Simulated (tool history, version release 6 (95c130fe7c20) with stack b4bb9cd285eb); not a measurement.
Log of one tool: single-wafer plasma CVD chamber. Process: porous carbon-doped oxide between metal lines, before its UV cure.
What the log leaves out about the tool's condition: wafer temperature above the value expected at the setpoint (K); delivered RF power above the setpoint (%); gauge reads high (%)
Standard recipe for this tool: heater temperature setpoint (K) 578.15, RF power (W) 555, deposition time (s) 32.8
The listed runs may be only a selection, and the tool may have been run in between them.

| run | day | heater temperature setpoint (K) | RF power (W) | deposition time (s) | wafers since the last listed run | hours since the last thermocouple change | hours since the last RF generator calibration | hours since the showerhead was replaced | hours since the gauge calibration | read-back reference wafer on the same gauge, thickness_nm | mean film thickness on the monitor wafer (nm) |
|---|---|---|---|---|---|---|---|---|---|---|---|
| 1 | 0.000 | 578.15 | 555 | 32.8 | 0 | 1722.3 | 1799.3 | 4099.1 | 194.4 | 166.186 | 161.130 |
| 2 | 2.208 | 578.15 | 555 | 32.8 | 1427 | 1775.3 | 1852.3 | 4152.1 | 247.4 | 166.169 | 160.464 |
| 3 | 4.996 | 578.15 | 555 | 32.8 | 1801 | 1842.2 | 1919.2 | 4219.0 | 314.3 | 166.052 | 160.564 |
| 4 | 8.562 | 578.15 | 555 | 32.8 | 2304 | 1927.8 | 2004.8 | 4304.6 | 399.9 | 165.961 | 161.157 |
| 5 | 11.812 | 578.15 | 555 | 32.8 | 2100 | 2005.8 | 2082.8 | 4382.6 | 477.9 | 165.914 | 160.126 |
| 6 | 14.025 | 578.15 | 555 | 32.8 | 1429 | 2058.9 | 2135.9 | 4435.7 | 531.0 | 166.224 | 160.764 |
| 7 | 16.329 | 578.15 | 555 | 32.8 | 1488 | 2114.2 | 2191.2 | 4491.0 | 586.3 | 165.828 | 160.850 |
|  | 23.671 | gauge calibrated |
| 8 | 23.821 | 578.15 | 555 | 32.8 | 4841 | 2294.0 | 2371.0 | 4670.8 | 3.6 | 165.921 | 161.534 |
|  | 28.488 | RF generator calibrated |
| 9 | 30.488 | 578.15 | 555 | 32.8 | 4092 | 2454.0 | 48.0 | 4830.8 | 163.6 | 165.927 | 160.055 |
| 10 | 33.625 | 578.15 | 555 | 32.8 | 2027 | 2529.3 | 123.3 | 4906.1 | 238.9 | 165.887 | 157.314 |
|  | 36.288 | thermocouple changed; heater temperature recalibrated |
| 11 | 38.038 | 586.15 | 450 | 38.2 | 2636 | 42.0 | 229.2 | 5012.0 | 344.8 | 166.157 | 162.426 |
|  | 39.054 | showerhead replaced |
| 12 | 42.212 | 566.15 | 615 | 39.2 | 2482 | 142.2 | 329.4 | 75.8 | 445.0 | 166.002 | 208.345 |
|  | 44.121 | RF generator calibrated, repeated, since the last time left the tool worse |
| 13 | 44.142 | 567.15 | 635 | 36.0 | 1031 | 188.5 | 0.5 | 122.1 | 491.3 | 165.959 | 201.014 |
| 14 | 46.254 | 566.15 | 520 | 32.8 | 1365 | 239.2 | 51.2 | 172.8 | 542.0 | 165.978 | 171.748 |
| 15 | 47.942 | 578.15 | 555 | 32.8 | 1090 | 279.7 | 91.7 | 213.3 | 582.5 | 166.115 | 162.607 |
| 16 | 59.625 | 573.15 | 555 | 30.6 | 7549 | 560.1 | 372.1 | 493.7 | 862.9 | 166.016 | 155.427 |
|  | 63.100 | gauge calibrated |
| 17 | 63.562 | 578.15 | 555 | 32.8 | 2544 | 654.6 | 466.6 | 588.2 | 11.1 | 165.911 | 160.632 |
| 18 | 66.704 | 563.15 | 655 | 31.0 | 2030 | 730.0 | 542.0 | 663.6 | 86.5 | 166.107 | 179.590 |
| 19 | 68.692 | 565.15 | 515 | 26.6 | 1284 | 777.7 | 589.7 | 711.3 | 134.2 | 166.222 | 137.931 |

For some of the steps in mean film thickness on the monitor wafer (nm) from one run to the next: how much would appear even if the tool had no hidden state, given the settings, what came in and random variation, and how much remains for the hidden state plus any gauge scatter that the measured result and the result without hidden state don't share?
Run 11 -> 12: heater temperature setpoint (K) 586.15 -> 566.15, RF power (W) 450 -> 615, deposition time (s) 38.2 -> 39.2, showerhead replaced. mean film thickness on the monitor wafer (nm) +45.919: hidden state -2.003, all else +47.922.
Run 12 -> 13: heater temperature setpoint (K) 566.15 -> 567.15, RF power (W) 615 -> 635, deposition time (s) 39.2 -> 36.0, RF generator calibrated, repeated, since the last time left the tool worse. mean film thickness on the monitor wafer (nm) -7.331: hidden state +8.436, all else -15.767.
